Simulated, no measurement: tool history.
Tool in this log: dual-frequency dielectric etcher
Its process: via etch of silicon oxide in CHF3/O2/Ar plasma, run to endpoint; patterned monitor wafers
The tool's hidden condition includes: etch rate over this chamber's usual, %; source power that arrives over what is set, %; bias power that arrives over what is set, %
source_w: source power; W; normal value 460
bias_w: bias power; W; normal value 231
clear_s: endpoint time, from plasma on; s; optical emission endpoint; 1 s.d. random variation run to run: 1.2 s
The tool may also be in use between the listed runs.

run,hour,source_w,bias_w,wafers since the last listed run,hours since the last wet clean,hours since the last source power generator calibration,hours since the last bias power generator calibration,hours since the last upper electrode change,"incoming incoming film thickness, nm",clear_s
1,0,550,185,0,570.7,2804.1,3396,2274.5,744.2,367.8
2,40.4,550,185,135,611.1,2844.5,3436.4,2314.9,743.1,366.8
# hour 169.2: wet clean of the chamber
3,169.7,460,231,353,0.5,2973.8,3565.7,2444.2,754.3,369.2
4,238.3,460,231,230,69.1,3042.4,3634.3,2512.8,753.3,368.8
# hour 304: source power generator calibrated
5,325.7,460,231,279,156.5,21.7,3721.7,2600.2,748.7,374.8
6,378.1,460,231,175,208.9,74.1,3774.1,2652.6,744.9,372.5
7,454.5,460,231,256,285.3,150.5,3850.5,2729,753.4,378.2
8,549,530,259,316,379.8,245,3945,2823.5,754,353.5
9,598.1,530,259,164,428.9,294.1,3994.1,2872.6,748.5,350.6
10,902.4,530,259,1020,733.2,598.4,4298.4,3176.9,742.1,354.4
11,964.6,460,231,208,795.4,660.6,4360.6,3239.1,758.2,388.3
12,1020.9,460,231,188,851.7,716.9,4416.9,3295.4,745.2,379.2
13,1074.3,460,231,179,905.1,770.3,4470.3,3348.8,740.5,378.2
# hour 1108.4: wet clean of the chamber
14,1172.4,560,286,248,64,868.4,4568.4,3446.9,743.1,333.6
15,1232.5,460,272,201,124.1,928.5,4628.5,3507,756.3,366.2
16,1303.4,460,231,237,195,999.4,4699.4,3577.9,748.2,376.5
17,1396,550,185,310,287.6,1092,4792,3670.5,756,376.6
18,1465.4,460,266,232,357,1161.4,4861.4,3739.9,749.9,367
19,1527.3,460,248,207,418.9,1223.3,4923.3,3801.8,755,376.8
20,1565.8,460,231,129,457.4,1261.8,4961.8,3840.3,744.4,375.7
21,1635.4,570,197,233,527,1331.4,5031.4,3909.9,755.6,367.4
22,1697.6,460,231,208,589.2,1393.6,5093.6,3972.1,745.8,378.8
23,1788.5,550,186,304,680.1,1484.5,5184.5,4063,752.9,378.6
# hour 1860: bias power generator calibrated
24,1861.9,540,260,232,753.5,1557.9,1.9,4136.4,749.5,354.3
25,1947.3,540,231,286,838.9,1643.3,87.3,4221.8,750.9,365.2
# hour 1986.3: wet clean of the chamber
26,2046.9,460,231,253,60.6,1742.9,186.9,4321.4,746,373.3
# hour 2090.7: upper electrode replaced
27,2104.2,540,204,111,117.9,1800.2,244.2,13.5,749.4,364.5
28,2141,460,231,123,154.7,1837,281,50.3,753,375.9
29,2211.8,500,193,237,225.5,1907.8,351.8,121.1,749.2,379.4
30,2296.4,340,210,283,310.1,1992.4,436.4,205.7,748.8,421.9
31,2361.9,460,181,219,375.6,2057.9,501.9,271.2,747,393.1
32,2678.5,510,250,1061,692.2,2374.5,818.5,587.8,746.6,359.4
33,2774.8,340,210,322,788.5,2470.8,914.8,684.1,748.5,421.7
34,2812,460,231,124,825.7,2508,952,721.3,752.8,380.9
# hour 2860.2: wet clean of the chamber
35,2864.6,460,231,95,4.4,2560.6,1004.6,773.9,754.6,373.7
36,2964.6,460,260,335,104.4,2660.6,1104.6,873.9,747.9,359.1

Predict each of these 3 candidate next runs independently; none follows another, all start after run 36:
A,2965.1,550,231,1,104.9,2661.1,1105.1,874.4,745.3,?
B,2965.1,460,253,1,104.9,2661.1,1105.1,874.4,745.3,?
C,2965.1,420,185,1,104.9,2661.1,1105.1,874.4,745.3,?

run,clear_s
A,348.5
B,361.7
C,397.2
Without the tool's unlogged condition, the same runs would have read:
run,clear_s
A,351.6
B,364.9
C,400.7
